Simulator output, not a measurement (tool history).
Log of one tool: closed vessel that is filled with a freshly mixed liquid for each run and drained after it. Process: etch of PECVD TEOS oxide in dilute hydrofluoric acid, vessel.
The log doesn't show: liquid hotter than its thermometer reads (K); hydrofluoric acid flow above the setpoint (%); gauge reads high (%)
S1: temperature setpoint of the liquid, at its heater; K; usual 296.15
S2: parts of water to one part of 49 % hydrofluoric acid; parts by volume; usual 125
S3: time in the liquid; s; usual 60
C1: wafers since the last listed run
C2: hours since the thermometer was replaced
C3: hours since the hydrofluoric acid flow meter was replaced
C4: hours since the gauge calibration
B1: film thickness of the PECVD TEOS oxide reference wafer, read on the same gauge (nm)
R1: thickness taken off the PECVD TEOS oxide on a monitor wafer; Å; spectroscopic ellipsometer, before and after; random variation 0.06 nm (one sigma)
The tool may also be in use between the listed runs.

{"run": 1, "hour": 0.0, "S1": 296.15, "S2": 125, "S3": 60, "C1": 0, "C2": 910.8, "C3": 168.5, "C4": 508.3, "B1": 29.97, "R1": 112.3}
{"run": 2, "hour": 30.6, "S1": 296.15, "S2": 125, "S3": 60, "C1": 4441, "C2": 941.4, "C3": 199.1, "C4": 538.9, "B1": 30, "R1": 113.6}
{"run": 3, "hour": 64.2, "S1": 296.15, "S2": 125, "S3": 60, "C1": 4876, "C2": 975, "C3": 232.7, "C4": 572.5, "B1": 30, "R1": 112.9}
{"run": 4, "hour": 124.7, "S1": 296.15, "S2": 115, "S3": 60, "C1": 8781, "C2": 1035.5, "C3": 293.2, "C4": 633, "B1": 30.01, "R1": 124}
{"run": 5, "hour": 194.8, "S1": 296.15, "S2": 115, "S3": 60, "C1": 10174, "C2": 1105.6, "C3": 363.3, "C4": 703.1, "B1": 29.98, "R1": 124.7}
{"run": 6, "hour": 220.8, "S1": 296.15, "S2": 125, "S3": 60, "C1": 3773, "C2": 1131.6, "C3": 389.3, "C4": 729.1, "B1": 30, "R1": 112.7}
{"run": 7, "hour": 259.4, "S1": 296.15, "S2": 125, "S3": 40, "C1": 5602, "C2": 1170.2, "C3": 427.9, "C4": 767.7, "B1": 30, "R1": 76}
{"run": 8, "hour": 290.8, "S1": 296.15, "S2": 125, "S3": 40, "C1": 4557, "C2": 1201.6, "C3": 459.3, "C4": 799.1, "B1": 30.01, "R1": 75.8}
{"run": 9, "hour": 338.2, "S1": 296.15, "S2": 125, "S3": 40, "C1": 6880, "C2": 1249, "C3": 506.7, "C4": 846.5, "B1": 30, "R1": 76.3}
{"run": 10, "hour": 382.6, "S1": 296.15, "S2": 125, "S3": 60, "C1": 6444, "C2": 1293.4, "C3": 551.1, "C4": 890.9, "B1": 30.02, "R1": 114}
{"run": 11, "hour": 437.5, "S1": 296.15, "S2": 125, "S3": 60, "C1": 7968, "C2": 1348.3, "C3": 606, "C4": 945.8, "B1": 30.01, "R1": 116.1}
{"hour": 439.7, "done": "hydrofluoric acid flow meter replaced"}
{"run": 12, "hour": 504.2, "S1": 296.15, "S2": 125, "S3": 60, "C1": 9536, "C2": 1415, "C3": 64.5, "C4": 1012.5, "B1": 30.02, "R1": 114.4}
{"run": 13, "hour": 553.2, "S1": 296.15, "S2": 125, "S3": 60, "C1": 7112, "C2": 1464, "C3": 113.5, "C4": 1061.5, "B1": 29.99, "R1": 116.2}
{"run": 14, "hour": 583.5, "S1": 296.15, "S2": 125, "S3": 60, "C1": 4397, "C2": 1494.3, "C3": 143.8, "C4": 1091.8, "B1": 29.98, "R1": 116}
{"run": 15, "hour": 632.7, "S1": 296.15, "S2": 125, "S3": 60, "C1": 7141, "C2": 1543.5, "C3": 193, "C4": 1141, "B1": 29.98, "R1": 116.1}
{"run": 16, "hour": 667.6, "S1": 296.15, "S2": 125, "S3": 60, "C1": 5065, "C2": 1578.4, "C3": 227.9, "C4": 1175.9, "B1": 29.99, "R1": 116.5}
{"run": 17, "hour": 723.1, "S1": 293.65, "S2": 125, "S3": 45, "C1": 8055, "C2": 1633.9, "C3": 283.4, "C4": 1231.4, "B1": 30.03, "R1": 79.3}
{"run": 18, "hour": 748.8, "S1": 293.15, "S2": 100, "S3": 95, "C1": 3730, "C2": 1659.6, "C3": 309.1, "C4": 1257.1, "B1": 29.99, "R1": 211.1}
{"run": 19, "hour": 812.2, "S1": 300.15, "S2": 125, "S3": 60, "C1": 9202, "C2": 1723, "C3": 372.5, "C4": 1320.5, "B1": 30.02, "R1": 136.2}
{"run": 20, "hour": 868.5, "S1": 294.15, "S2": 70, "S3": 50, "C1": 8171, "C2": 1779.3, "C3": 428.8, "C4": 1376.8, "B1": 30.02, "R1": 173.7}
{"run": 21, "hour": 993.1, "S1": 296.15, "S2": 125, "S3": 60, "C1": 18085, "C2": 1903.9, "C3": 553.4, "C4": 1501.4, "B1": 30, "R1": 118.2}
{"hour": 1015.9, "done": "hydrofluoric acid flow meter replaced"}
{"hour": 1019.2, "done": "gauge calibrated"}
{"run": 22, "hour": 1020.8, "S1": 296.15, "S2": 125, "S3": 60, "C1": 3875, "C2": 1931.6, "C3": 4.9, "C4": 1.6, "B1": 30.01, "R1": 118.7}
{"hour": 1032.7, "done": "thermometer replaced"}
{"run": 23, "hour": 1078.5, "S1": 294.15, "S2": 125, "S3": 85, "C1": 8229, "C2": 45.8, "C3": 62.6, "C4": 59.3, "B1": 30, "R1": 142.4}
{"run": 24, "hour": 1109.0, "S1": 301.15, "S2": 75, "S3": 80, "C1": 4427, "C2": 76.3, "C3": 93.1, "C4": 89.8, "B1": 30.02, "R1": 312.1}
{"run": 25, "hour": 1174.7, "S1": 293.15, "S2": 100, "S3": 95, "C1": 9536, "C2": 142, "C3": 158.8, "C4": 155.5, "B1": 30.01, "R1": 196.4}
{"run": 26, "hour": 1202.6, "S1": 300.65, "S2": 75, "S3": 50, "C1": 4049, "C2": 169.9, "C3": 186.7, "C4": 183.4, "B1": 30.02, "R1": 192.3}
{"run": 27, "hour": 1234.0, "S1": 296.15, "S2": 80, "S3": 60, "C1": 4557, "C2": 201.3, "C3": 218.1, "C4": 214.8, "B1": 29.99, "R1": 179.2}
{"run": 28, "hour": 1259.4, "S1": 299.15, "S2": 125, "S3": 60, "C1": 3686, "C2": 226.7, "C3": 243.5, "C4": 240.2, "B1": 29.98, "R1": 121.1}
{"run": 29, "hour": 1284.0, "S1": 300.65, "S2": 125, "S3": 40, "C1": 3570, "C2": 251.3, "C3": 268.1, "C4": 264.8, "B1": 30.01, "R1": 86.6}
{"run": 30, "hour": 1325.4, "S1": 297.65, "S2": 180, "S3": 60, "C1": 6009, "C2": 292.7, "C3": 309.5, "C4": 306.2, "B1": 30.01, "R1": 75.8}
{"run": 31, "hour": 1387.0, "S1": 300.15, "S2": 140, "S3": 60, "C1": 8941, "C2": 354.3, "C3": 371.1, "C4": 367.8, "B1": 30, "R1": 112.9}
{"run": 32, "hour": 1458.7, "S1": 296.15, "S2": 160, "S3": 75, "C1": 10407, "C2": 426, "C3": 442.8, "C4": 439.5, "B1": 29.96, "R1": 104.9}

3 ways to go on from here, each from the tool as it stands after run 32. What would each give?
{"run": "A", "hour": 1459.4, "S1": 296.15, "S2": 145, "S3": 60, "C1": 101, "C2": 426.7, "C3": 443.5, "C4": 440.2, "B1": "?", "R1": "?"}
{"run": "B", "hour": 1459.4, "S1": 293.65, "S2": 125, "S3": 40, "C1": 101, "C2": 426.7, "C3": 443.5, "C4": 440.2, "B1": "?", "R1": "?"}
{"run": "C", "hour": 1459.4, "S1": 300.15, "S2": 150, "S3": 40, "C1": 101, "C2": 426.7, "C3": 443.5, "C4": 440.2, "B1": "?", "R1": "?"}

run=A B1=29.99 R1=91.9
run=B B1=29.99 R1=65.9
run=C B1=29.99 R1=68.5
Without the tool's hidden state the same runs would have given:
run=A R1=89.7
run=B R1=64.3
run=C R1=66.9

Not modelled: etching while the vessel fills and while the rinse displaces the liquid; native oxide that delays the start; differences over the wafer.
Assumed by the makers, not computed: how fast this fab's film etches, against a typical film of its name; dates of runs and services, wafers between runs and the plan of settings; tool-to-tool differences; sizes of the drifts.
